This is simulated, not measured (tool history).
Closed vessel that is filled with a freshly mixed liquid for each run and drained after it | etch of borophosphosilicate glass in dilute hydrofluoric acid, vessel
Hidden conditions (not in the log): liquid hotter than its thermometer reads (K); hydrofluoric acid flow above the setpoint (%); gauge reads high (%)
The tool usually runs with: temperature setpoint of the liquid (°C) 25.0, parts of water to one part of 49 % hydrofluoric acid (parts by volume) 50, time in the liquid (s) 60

run	hour	temperature setpoint of the liquid (°C)	parts of water to one part of 49 % hydrofluoric acid (parts by volume)	time in the liquid (s)	wafers since the last listed run	hours since the thermometer was replaced	hours since the hydrofluoric acid flow meter was replaced	hours since the gauge calibration	read-back film thickness of the borophosphosilicate glass reference wafer, read on the same gauge (nm)	thickness taken off the borophosphosilicate glass on a monitor wafer (angstrom)
1	0.0	25.0	70	60	0	1782.0	1589.0	109.9	120.03	443.7
2	10.1	25.0	70	60	1116	1792.1	1599.1	120.0	119.97	445.8
3	17.6	25.0	70	60	829	1799.6	1606.6	127.5	119.98	447.9
# hour 20.3: gauge calibrated
4	34.8	25.0	50	60	1901	1816.8	1623.8	14.5	120.03	643.3
5	51.1	25.0	50	60	1802	1833.1	1640.1	30.8	120.03	645.0
6	63.2	25.0	50	60	1337	1845.2	1652.2	42.9	119.99	650.9
7	69.4	25.0	50	60	685	1851.4	1658.4	49.1	120.02	643.4
8	79.8	25.0	50	50	1149	1861.8	1668.8	59.5	119.99	533.1
# hour 82.8: hydrofluoric acid flow meter replaced
9	87.2	25.0	30	60	707	1869.2	4.4	66.9	119.98	1112.3
10	93.4	26.5	40	85	685	1875.4	10.6	73.1	119.98	1229.3
11	100.0	25.0	25	60	729	1882.0	17.2	79.7	120.01	1339.5
12	106.6	25.0	50	60	729	1888.6	23.8	86.3	119.96	641.4
13	116.1	21.5	30	85	1050	1898.1	33.3	95.8	119.98	1373.6
14	126.5	26.5	30	35	1149	1908.5	43.7	106.2	119.98	693.2
# hour 130.6: thermometer replaced
# hour 137.1: gauge calibrated
15	164.4	25.0	50	90	4079	33.8	81.6	27.3	119.99	878.2
16	182.4	27.5	25	85	1989	51.8	99.6	45.3	120.03	1903.3
17	193.8	25.0	70	60	1260	63.2	111.0	56.7	119.98	409.9
18	206.8	26.5	40	85	1437	76.2	124.0	69.7	119.99	1122.7
19	246.5	25.0	50	60	4388	115.9	163.7	109.4	120.02	590.7

5 ways to go on from here, each from the tool as it stands after run 19. What would each give?
A	247.2	25.0	50	85	77	116.6	164.4	110.1	?	?
B	247.2	21.0	60	60	77	116.6	164.4	110.1	?	?
C	247.2	22.5	50	30	77	116.6	164.4	110.1	?	?
D	247.2	25.0	40	60	77	116.6	164.4	110.1	?	?
E	247.2	25.0	35	60	77	116.6	164.4	110.1	?	?

run	read-back film thickness of the borophosphosilicate glass reference wafer, read on the same gauge (nm)	thickness taken off the borophosphosilicate glass on a monitor wafer (angstrom)
A	120.01	833.4
B	120.01	410.4
C	120.01	265.4
D	120.01	745.6
E	120.01	858.0
Without the tool's unlogged condition, the same runs would have read:
run	thickness taken off the borophosphosilicate glass on a monitor wafer (angstrom)
A	820.9
B	404.1
C	261.4
D	734.3
E	845.0
